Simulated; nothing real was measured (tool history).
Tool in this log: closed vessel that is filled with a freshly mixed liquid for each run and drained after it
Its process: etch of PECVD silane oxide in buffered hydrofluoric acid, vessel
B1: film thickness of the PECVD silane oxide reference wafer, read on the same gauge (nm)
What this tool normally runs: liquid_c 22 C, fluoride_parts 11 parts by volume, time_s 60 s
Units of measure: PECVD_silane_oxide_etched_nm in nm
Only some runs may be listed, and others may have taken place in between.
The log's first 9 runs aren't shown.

Run 10, hour 677.3: usual settings; B1 79.96. Result: PECVD_silane_oxide_etched_nm 152.98 nm.
Run 11, hour 818.1: usual settings; B1 80. Result: PECVD_silane_oxide_etched_nm 152.6 nm.
At hour 872.7: hydrofluoric acid flow meter replaced.
Run 12, hour 878.1: usual settings but liquid_c 25 C, time_s 70 s; B1 80.03. Result: PECVD_silane_oxide_etched_nm 216.19 nm.
Run 13, hour 910.1: usual settings; B1 79.99. Result: PECVD_silane_oxide_etched_nm 156.92 nm.
Run 14, hour 935.5: usual settings but liquid_c 19 C, fluoride_parts 7.5 parts by volume, time_s 40 s; B1 79.97. Result: PECVD_silane_oxide_etched_nm 126.91 nm.
Run 15, hour 982.1: usual settings but time_s 45 s; B1 80.02. Result: PECVD_silane_oxide_etched_nm 119.91 nm.
Run 16, hour 1020.9: usual settings; B1 80. Result: PECVD_silane_oxide_etched_nm 158.05 nm.
Run 17, hour 1077.6: usual settings but liquid_c 25 C; B1 80.02. Result: PECVD_silane_oxide_etched_nm 182.85 nm.
Run 18, hour 1121.5: usual settings but fluoride_parts 12 parts by volume, time_s 75 s; B1 80.02. Result: PECVD_silane_oxide_etched_nm 181.02 nm.
Run 19, hour 1335.6: usual settings but liquid_c 19 C, fluoride_parts 7.5 parts by volume, time_s 40 s; B1 80. Result: PECVD_silane_oxide_etched_nm 124.84 nm.
At hour 1374.3: hydrofluoric acid flow meter replaced.
Run 20, hour 1393.6: usual settings but fluoride_parts 15.5 parts by volume, time_s 80 s; B1 80. Result: PECVD_silane_oxide_etched_nm 156.14 nm.
Run 21, hour 1444: usual settings but liquid_c 20.5 C, fluoride_parts 8 parts by volume, time_s 90 s; B1 80.02. Result: PECVD_silane_oxide_etched_nm 297.73 nm.
At hour 1468.8: gauge calibrated.
At hour 1476.9: thermometer replaced.
Run 22, hour 1489.8: usual settings but time_s 80 s; B1 80. Result: PECVD_silane_oxide_etched_nm 189.44 nm.
Run 23, hour 1535.1: usual settings but liquid_c 18 C, fluoride_parts 12.5 parts by volume; B1 80. Result: PECVD_silane_oxide_etched_nm 99.37 nm.
Run 24, hour 1599.3: usual settings but fluoride_parts 15 parts by volume; B1 80. Result: PECVD_silane_oxide_etched_nm 102.97 nm.
Run 25, hour 1668.7: usual settings but liquid_c 19.5 C, fluoride_parts 8.5 parts by volume, time_s 75 s; B1 79.94. Result: PECVD_silane_oxide_etched_nm 189.79 nm.
Run 26, hour 1714.1: usual settings but time_s 35 s; B1 80.02. Result: PECVD_silane_oxide_etched_nm 80.62 nm.
Run 27, hour 1752.7: usual settings but liquid_c 23.5 C, fluoride_parts 6.5 parts by volume, time_s 95 s; B1 80.03. Result: PECVD_silane_oxide_etched_nm 392.29 nm.
Run 28, hour 1808.8: usual settings; B1 80.01. Result: PECVD_silane_oxide_etched_nm 138.2 nm.
Run 29, hour 1835.3: usual settings but liquid_c 18 C, time_s 40 s; B1 79.99. Result: PECVD_silane_oxide_etched_nm 74.09 nm.

For run 30, what comes out?
Run 30, hour 1898.5: usual settings; B1 ?. Result: PECVD_silane_oxide_etched_nm ?.

For run 30 the tool returned B1 80, PECVD_silane_oxide_etched_nm 137.04 nm.
Take away the tool's hidden state, keep the run-to-run variation as it was, and the same run would have given PECVD_silane_oxide_etched_nm 139.25 nm.

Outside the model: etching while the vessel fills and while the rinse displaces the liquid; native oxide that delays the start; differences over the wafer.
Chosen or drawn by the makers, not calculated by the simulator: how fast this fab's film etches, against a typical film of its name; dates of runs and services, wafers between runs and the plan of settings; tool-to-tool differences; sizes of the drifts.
